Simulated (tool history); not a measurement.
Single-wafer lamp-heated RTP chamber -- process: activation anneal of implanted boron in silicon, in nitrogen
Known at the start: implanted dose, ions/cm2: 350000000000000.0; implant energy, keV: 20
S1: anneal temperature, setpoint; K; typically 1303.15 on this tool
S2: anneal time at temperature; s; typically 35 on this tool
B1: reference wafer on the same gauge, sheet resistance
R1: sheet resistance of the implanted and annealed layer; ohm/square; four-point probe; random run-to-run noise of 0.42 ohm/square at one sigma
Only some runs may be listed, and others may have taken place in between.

Run 1, hour 0.0: usual settings; B1 307.19. Result: R1 277.99 ohm/square.
Run 2, hour 46.8: usual settings; B1 307.15. Result: R1 278.18 ohm/square.
Run 3, hour 87.3: usual settings; B1 307.05. Result: R1 277.76 ohm/square.
Run 4, hour 128.4: usual settings; B1 306.95. Result: R1 277.14 ohm/square.
At hour 192.0: pyrometer window cleaned and pyrometer calibrated.
Run 5, hour 192.5: usual settings; B1 306.90. Result: R1 277.09 ohm/square.
Run 6, hour 236.5: usual settings; B1 306.95. Result: R1 277.17 ohm/square.
Run 7, hour 287.6: usual settings; B1 306.92. Result: R1 277.46 ohm/square.
Run 8, hour 371.9: usual settings; B1 306.84. Result: R1 277.26 ohm/square.
Run 9, hour 463.0: usual settings; B1 306.71. Result: R1 277.95 ohm/square.
At hour 538.4: reflector plate cleaned.
Run 10, hour 729.6: usual settings but S1 1323.15 K, S2 24 s; B1 306.39. Result: R1 276.06 ohm/square.
Run 11, hour 800.9: usual settings but S1 1323.15 K, S2 24 s; B1 306.24. Result: R1 276.27 ohm/square.
Run 12, hour 838.6: usual settings but S1 1323.15 K, S2 24 s; B1 306.20. Result: R1 276.15 ohm/square.
Run 13, hour 891.4: usual settings; B1 306.22. Result: R1 276.85 ohm/square.
At hour 941.0: pyrometer window cleaned and pyrometer calibrated.
Run 14, hour 974.4: usual settings; B1 306.04. Result: R1 276.76 ohm/square.
At hour 1043.3: gauge calibrated.
Run 15, hour 1078.4: usual settings but S1 1284.15 K, S2 15 s; B1 308.35. Result: R1 283.32 ohm/square.
Run 16, hour 1136.9: usual settings but S2 16 s; B1 308.35. Result: R1 280.62 ohm/square.
Run 17, hour 1173.9: usual settings; B1 308.32. Result: R1 278.08 ohm/square.
At hour 1235.5: reflector plate cleaned.
Run 18, hour 1269.7: usual settings but S1 1321.15 K, S2 55 s; B1 308.43. Result: R1 275.66 ohm/square.
Run 19, hour 1374.8: usual settings; B1 308.42. Result: R1 278.29 ohm/square.
Run 20, hour 1460.4: usual settings but S1 1319.15 K; B1 308.31. Result: R1 276.55 ohm/square.
Run 21, hour 1522.9: usual settings but S2 18 s; B1 308.37. Result: R1 280.31 ohm/square.

Run 22 is up next; what results do you expect?
Run 22, hour 1610.8: usual settings but S2 22 s; B1 ?. Result: R1 ?.

{"run 22": {"B1": 308.35, "R1": 280.21}}
Were there no unlogged condition in the tool, this run, its random variation unchanged, would have produced R1 279.92 ohm/square.

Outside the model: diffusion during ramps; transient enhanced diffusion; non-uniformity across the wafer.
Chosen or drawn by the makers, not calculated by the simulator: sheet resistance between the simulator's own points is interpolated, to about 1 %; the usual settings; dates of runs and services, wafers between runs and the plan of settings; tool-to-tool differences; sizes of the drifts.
